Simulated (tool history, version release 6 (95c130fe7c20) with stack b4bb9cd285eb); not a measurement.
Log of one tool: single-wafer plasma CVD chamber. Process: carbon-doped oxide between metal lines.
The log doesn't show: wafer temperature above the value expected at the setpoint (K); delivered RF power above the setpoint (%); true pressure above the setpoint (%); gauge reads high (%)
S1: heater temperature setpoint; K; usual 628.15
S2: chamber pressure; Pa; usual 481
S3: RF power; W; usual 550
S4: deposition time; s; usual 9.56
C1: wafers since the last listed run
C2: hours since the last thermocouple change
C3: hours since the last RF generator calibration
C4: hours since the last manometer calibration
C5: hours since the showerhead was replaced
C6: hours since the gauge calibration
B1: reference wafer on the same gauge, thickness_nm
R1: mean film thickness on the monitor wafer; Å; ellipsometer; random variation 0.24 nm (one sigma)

run     day      S1   S2   S3     S4    C1      C2     C3      C4      C5     C6      B1      R1
  1       0  628.15  516  550   9.56     0   915.1  905.7   580.6    2419  656.2  45.993  482.51
  2   3.271  628.15  481  550   9.56  1153   993.6  984.2   659.1  2497.5  734.7  46.052  470.08
      3.758  -- RF generator calibrated
      6.312  -- gauge calibrated
  3   7.204  628.15  481  550   9.56  1269    1088   82.7   753.5  2591.9   21.4  45.937  473.51
  4  11.512  628.15  481  550   9.56  1519  1191.4  186.1   856.9  2695.3  124.8  45.922  477.17
  5   14.15  628.15  409  485   9.56   930  1254.7  249.4   920.2  2758.6  188.1  46.114  426.92
  6  16.262  628.15  409  485   9.56   745  1305.4  300.1   970.9  2809.3  238.8  45.932  427.69
  7  19.908  628.15  409  485   9.56  1285  1392.9  387.6  1058.4  2896.8  326.3  45.979  426.11
  8  33.325  621.15  481  550   9.56  4731  1714.9  709.6  1380.4  3218.8  648.3  46.026   489.8
  9  35.875  632.15  481  620   9.56   899  1776.1  770.8  1441.6    3280  709.5  46.059  509.83
     37.362  -- showerhead replaced
 10   37.45  624.15  400  580  10.43   437  1813.9  808.6  1479.4     2.1  747.3  46.096  535.65
     39.046  -- capacitance manometer re-zeroed and calibrated
 11  39.621  632.15  481  600   9.56   648    1866  860.7    13.8    54.2  799.4  46.007  498.85
 12  43.938  628.15  481  550   9.56  1522  1969.6  964.3   117.4   157.8    903  45.899   477.2
      44.75  -- gauge calibrated
     46.438  -- RF generator calibrated
     51.004  -- thermocouple changed; heater temperature recalibrated
 13  51.358  628.15  409  485   9.56  2382     8.5  118.1   295.5   335.9  158.6  46.064  423.77
 14  59.362  628.15  481  475   8.66  2822   200.6  310.2   487.6     528  350.7  46.011   387.3
 15  61.967  628.15  481  625  10.88   918   263.1  372.7   550.1   590.5  413.2  45.923   587.2
 16  65.617  628.15  427  610   9.56  1287   350.7  460.3   637.7   678.1  500.8      46  497.51
 17  67.371  642.15  448  625   9.56   618   392.8  502.4   679.8   720.2  542.9  46.024   496.7

How the hidden state differs across the entries between the runs, from the last listed run before each to the first after it:
Between runs 2 and 3: RF generator calibrated (day 3.758); gauge calibrated (day 6.312)
  no hidden state differs between the two runs
Between runs 9 and 10: showerhead replaced (day 37.362)
  no hidden state differs between the two runs
Between runs 10 and 11: capacitance manometer re-zeroed and calibrated (day 39.046)
  no hidden state differs between the two runs
Between runs 12 and 13: gauge calibrated (day 44.75); RF generator calibrated (day 46.438); thermocouple changed; heater temperature recalibrated (day 51.004)
  no hidden state differs between the two runs
